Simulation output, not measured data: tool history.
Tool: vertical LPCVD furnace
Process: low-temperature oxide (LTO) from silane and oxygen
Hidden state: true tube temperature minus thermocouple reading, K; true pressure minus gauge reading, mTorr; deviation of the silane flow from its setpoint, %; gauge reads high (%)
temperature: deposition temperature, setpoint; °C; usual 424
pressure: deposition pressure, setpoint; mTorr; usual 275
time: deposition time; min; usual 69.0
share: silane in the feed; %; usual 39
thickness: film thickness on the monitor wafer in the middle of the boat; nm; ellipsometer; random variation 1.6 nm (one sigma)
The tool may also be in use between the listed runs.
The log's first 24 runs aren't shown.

run   hour  temperature  pressure  time  share  wafers since the last listed run  hours since the last temperature calibration  hours since the pressure gauge was zeroed  hours since the silane flow controller was replaced  hours since the gauge calibration  read-back reference wafer on the same gauge, thickness  thickness
 25  318.1          428       330  69.0     39                               287                                          31.2                                      196.1                                                 82.5                              154.3                                                  880.49    1343.22
 26  331.8          413       275  60.5     39                               267                                          44.9                                      209.8                                                 96.2                              168.0                                                  879.40     841.95
 27  350.1          424       275  69.0     39                               357                                          63.2                                      228.1                                                114.5                              186.3                                                  880.01    1078.78
 28  368.6          418       210  69.0     33                               361                                          81.7                                      246.6                                                133.0                              204.8                                                  880.68     627.10
 29  377.3          424       275  69.0     39                               170                                          90.4                                      255.3                                                141.7                              213.5                                                  879.77    1077.62
 30  385.0          424       275  69.0     39                               150                                          98.1                                      263.0                                                149.4                              221.2                                                  879.47    1073.97
 31  394.7          424       325  69.0     39                               189                                         107.8                                      272.7                                                159.1                              230.9                                                  879.83    1268.34
 32  403.5          414       275  69.0     41                               172                                         116.6                                      281.5                                                167.9                              239.7                                                  880.32    1029.61

3 ways to go on from here, each from the tool as it stands after run 32. What would each give?
  A  408.2          424       275  82.5     39                                91                                         121.3                                      286.2                                                172.6                              244.4                                                       ?          ?
  B  408.2          415       275  69.0     39                                91                                         121.3                                      286.2                                                172.6                              244.4                                                       ?          ?
  C  408.2          424       275  69.0     44                                91                                         121.3                                      286.2                                                172.6                              244.4                                                       ?          ?

run  read-back reference wafer on the same gauge, thickness  thickness
  A                                                  880.22    1287.57
  B                                                  880.22     981.59
  C                                                  880.22    1223.78
Without the tool's hidden state the same runs would have given:
run  thickness
  A    1284.50
  B     979.17
  C    1221.02

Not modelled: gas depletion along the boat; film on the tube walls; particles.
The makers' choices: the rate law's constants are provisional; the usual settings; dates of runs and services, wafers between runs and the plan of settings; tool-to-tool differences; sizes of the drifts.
